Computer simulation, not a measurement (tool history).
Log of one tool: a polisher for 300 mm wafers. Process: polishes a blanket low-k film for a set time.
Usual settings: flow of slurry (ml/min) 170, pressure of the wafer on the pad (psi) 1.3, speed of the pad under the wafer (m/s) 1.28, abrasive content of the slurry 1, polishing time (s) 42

run	hour	flow of slurry (ml/min)	pressure of the wafer on the pad (psi)	speed of the pad under the wafer (m/s)	abrasive content of the slurry	polishing time (s)	incoming thickness of the incoming film, nm	film removed (nm)
1	0	145	1.3	1.28	1	31	609.1	9.9
# hour 51: slurry blender recalibrated
# hour 52.6: conditioning disc replaced and pad reconditioned
# hour 58.5: worn pad replaced by a new one
2	67.8	145	1.3	1.28	1	31	609.1	11.1
# hour 158.8: slurry nozzle cleaned
3	386.7	170	1.3	1.28	1	42	608.8	14.5
4	484.3	170	1.3	1.28	1	42	605.1	13.9
# hour 493.2: worn pad replaced by a new one
# hour 523.4: slurry blender recalibrated
5	553.1	170	1.3	1.28	1	42	612.6	14.2
# hour 612.6: slurry nozzle cleaned
6	616.7	170	1.3	1.28	1	42	616.6	13.6
# hour 632.6: conditioning disc replaced and pad reconditioned
7	698.5	170	1.3	1.28	1	42	613.4	15
8	801.4	170	1.3	1.28	1	42	616	14.6
9	881.5	170	1.3	1.28	1	42	607.9	14.2
# hour 917.5: head pressure recalibrated
# hour 931.7: worn pad replaced by a new one
# hour 945.2: slurry blender recalibrated
10	953.6	170	1.3	1	1	42	615.2	12.2
11	1023.5	170	1.3	1	1	42	613.3	11.8
# hour 1105: slurry nozzle cleaned
# hour 1121.5: conditioning disc replaced and pad reconditioned
12	1122	170	1.3	1	1	42	615.9	13.6
13	1180.3	170	0.9	1.5	1	56	615.5	16
14	1281.4	200	1.5	1.28	1	33	606.5	13.5
15	1334	170	1.3	1.28	1	42	611.1	14.6
# hour 1336.2: slurry blender recalibrated
# hour 1361.5: worn pad replaced by a new one
16	1431.7	170	1.7	1.28	1	42	605.4	18.2
# hour 1517.2: slurry nozzle cleaned
17	1530.7	170	1.3	1.28	1	42	601.4	14.4
18	1599.7	155	1.3	1.28	1	55	616.8	17.8
# hour 1675.3: conditioning disc replaced and pad reconditioned
19	1704.8	170	1.3	1.28	1	42	608.1	15.1
# hour 1756.7: slurry blender recalibrated
20	1775.5	205	1.3	1.12	1.1	42	620	14.9
# hour 1825.7: worn pad replaced by a new one
# hour 1911.9: slurry nozzle cleaned
# hour 2013.7: head pressure recalibrated
21	2023.4	170	1.3	1	1	42	600.1	12.4
22	2082.2	170	1.3	1.7	1.1	46	606	18.8
23	2149.6	150	1.3	1.62	1.25	49	614.7	20.1
# hour 2186.2: conditioning disc replaced and pad reconditioned
# hour 2211.8: slurry blender recalibrated
24	2233	170	1.3	1.28	0.85	57	608.6	18.8

Here are 4 independent what-if runs from the current tool condition. What would each one return?
A	2233.4	170	1.3	1.28	1	42	606.9	?
B	2233.4	210	1.3	1.42	1	42	606.9	?
C	2233.4	220	1.3	1.4	0.9	38	606.9	?
D	2233.4	170	1.3	0.9	1	28	606.9	?

run	film removed (nm)
A	15.4
B	16.9
C	14.5
D	8.2
With the hidden condition removed and each run's random variation left untouched, the same runs would have given:
run	film removed (nm)
A	16
B	17.7
C	15.2
D	8.5

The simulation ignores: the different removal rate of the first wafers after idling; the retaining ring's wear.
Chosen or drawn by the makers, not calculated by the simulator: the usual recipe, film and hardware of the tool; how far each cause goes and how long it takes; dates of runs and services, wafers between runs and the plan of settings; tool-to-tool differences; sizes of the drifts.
